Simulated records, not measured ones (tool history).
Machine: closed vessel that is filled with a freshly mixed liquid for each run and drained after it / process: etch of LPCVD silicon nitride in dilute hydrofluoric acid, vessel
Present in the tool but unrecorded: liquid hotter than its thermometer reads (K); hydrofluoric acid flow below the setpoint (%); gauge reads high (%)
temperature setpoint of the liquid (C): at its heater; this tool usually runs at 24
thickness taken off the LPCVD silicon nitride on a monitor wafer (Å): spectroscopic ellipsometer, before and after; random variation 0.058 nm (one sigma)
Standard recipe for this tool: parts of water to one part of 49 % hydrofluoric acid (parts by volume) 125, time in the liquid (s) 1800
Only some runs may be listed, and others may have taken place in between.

run     day  temperature setpoint of the liquid (C)  parts of water to one part of 49 % hydrofluoric acid (parts by volume)  time in the liquid (s)  wafers since the last listed run  hours since the thermometer was replaced  hours since the hydrofluoric acid flow meter was replaced  hours since the gauge calibration  read-back film thickness of the LPCVD silicon nitride reference wafer, read on the same gauge (nm)  thickness taken off the LPCVD silicon nitride on a monitor wafer (Å)
  1       0                                      24                                                                     125                    1800                                 0                                    1177.6                                                      852.3                              751.5                                                                                              140.03                                                                  62.8
  2   4.179                                      24                                                                     125                    1800                              2571                                    1277.9                                                      952.6                              851.8                                                                                              139.96                                                                  63.4
  3   6.588                                      24                                                                     125                    1800                              1482                                    1335.7                                                     1010.4                              909.6                                                                                              139.97                                                                  63.3
  4    9.25                                      24                                                                     125                    1800                              1638                                    1399.6                                                     1074.3                              973.5                                                                                              140.02                                                                  63.6
  5  12.692                                      24                                                                     145                    1800                              2117                                    1482.2                                                     1156.9                             1056.1                                                                                              139.99                                                                  55.6
     14.262  -- gauge calibrated
  6  14.333                                      24                                                                     125                    1800                              1010                                    1521.6                                                     1196.3                                1.7                                                                                                 140                                                                  62.9
  7  15.904                                      24                                                                      80                    2440                               966                                    1559.3                                                       1234                               39.4                                                                                                 140                                                                 133.7
  8   18.05                                      24                                                                     125                    1800                              1320                                    1610.8                                                     1285.5                               90.9                                                                                                 140                                                                  63.6
  9  22.796                                      24                                                                     125                    1800                              2920                                    1724.7                                                     1399.4                              204.8                                                                                              139.96                                                                  62.5
 10  24.679                                      24                                                                     125                    1800                              1158                                    1769.9                                                     1444.6                                250                                                                                              139.98                                                                  63.9
 11  28.121                                      24                                                                     125                    1800                              2117                                    1852.5                                                     1527.2                              332.6                                                                                              140.01                                                                  62.4
 12  31.625                                      24                                                                     125                    1800                              2156                                    1936.6                                                     1611.3                              416.7                                                                                              139.94                                                                    64
 13  35.692                                      24                                                                      80                    2870                              2502                                    2034.2                                                     1708.9                              514.3                                                                                              140.04                                                                 158.1
     38.854  -- thermometer replaced
 14  39.288                                      24                                                                     175                    1520                              2187                                      10.4                                                     1795.2                              600.6                                                                                                 140                                                                  38.5
 15  42.267                                      26                                                                     125                    1010                              1833                                      81.9                                                     1866.7                              672.1                                                                                              140.02                                                                  40.6
 16  44.296                                      24                                                                     125                    1800                              1248                                     130.6                                                     1915.4                              720.8                                                                                                 140                                                                  64.2
 17  47.429                                    25.5                                                                     160                    1800                              1928                                     205.8                                                     1990.6                                796                                                                                                 140                                                                  54.7
     50.504  -- gauge calibrated
 18  56.812                                      20                                                                      80                    1230                              5774                                       431                                                     2215.8                              151.4                                                                                              139.97                                                                  51.4
     58.962  -- hydrofluoric acid flow meter replaced
 19  60.192                                    20.5                                                                     175                    2280                              2053                                     512.1                                                       29.5                              232.5                                                                                              140.07                                                                    46
 20  64.029                                      24                                                                     155                    1800                              2361                                     604.2                                                      121.6                              324.6                                                                                              140.04                                                                  50.7
 21  65.958                                      24                                                                     125                    1800                              1187                                     650.5                                                      167.9                              370.9                                                                                              139.98                                                                  63.4
 22  70.183                                    19.5                                                                     180                    2495                              2599                                     751.9                                                      269.3                              472.3                                                                                              140.03                                                                  46.2
 23  71.783                                      24                                                                     105                     955                               984                                     790.3                                                      307.7                              510.7                                                                                              140.01                                                                  40.4
 24  73.362                                    27.5                                                                     100                    1320                               971                                     828.2                                                      345.6                              548.6                                                                                                 140                                                                  71.9
 25  76.717                                      28                                                                      95                    1335                              2064                                     908.7                                                      426.1                              629.1                                                                                              139.99                                                                    79

3 options for the next run, each taken on its own from the tool as it stands now. Forecast them:
  A  76.767                                      24                                                                     125                    1800                                30                                     909.9                                                      427.3                              630.3                                                                                                   ?                                                                     ?
  B  76.767                                      24                                                                     125                    2700                                30                                     909.9                                                      427.3                              630.3                                                                                                   ?                                                                     ?
  C  76.767                                      29                                                                     165                    2665                                30                                     909.9                                                      427.3                              630.3                                                                                                   ?                                                                     ?

run  read-back film thickness of the LPCVD silicon nitride reference wafer, read on the same gauge (nm)  thickness taken off the LPCVD silicon nitride on a monitor wafer (Å)
  A                                                                                              139.99                                                                  63.2
  B                                                                                              139.99                                                                  94.8
  C                                                                                              139.99                                                                  97.3
Without the tool's unlogged condition, the same runs would have read:
run  thickness taken off the LPCVD silicon nitride on a monitor wafer (Å)
  A                                                                  63.2
  B                                                                  94.8
  C                                                                  97.3
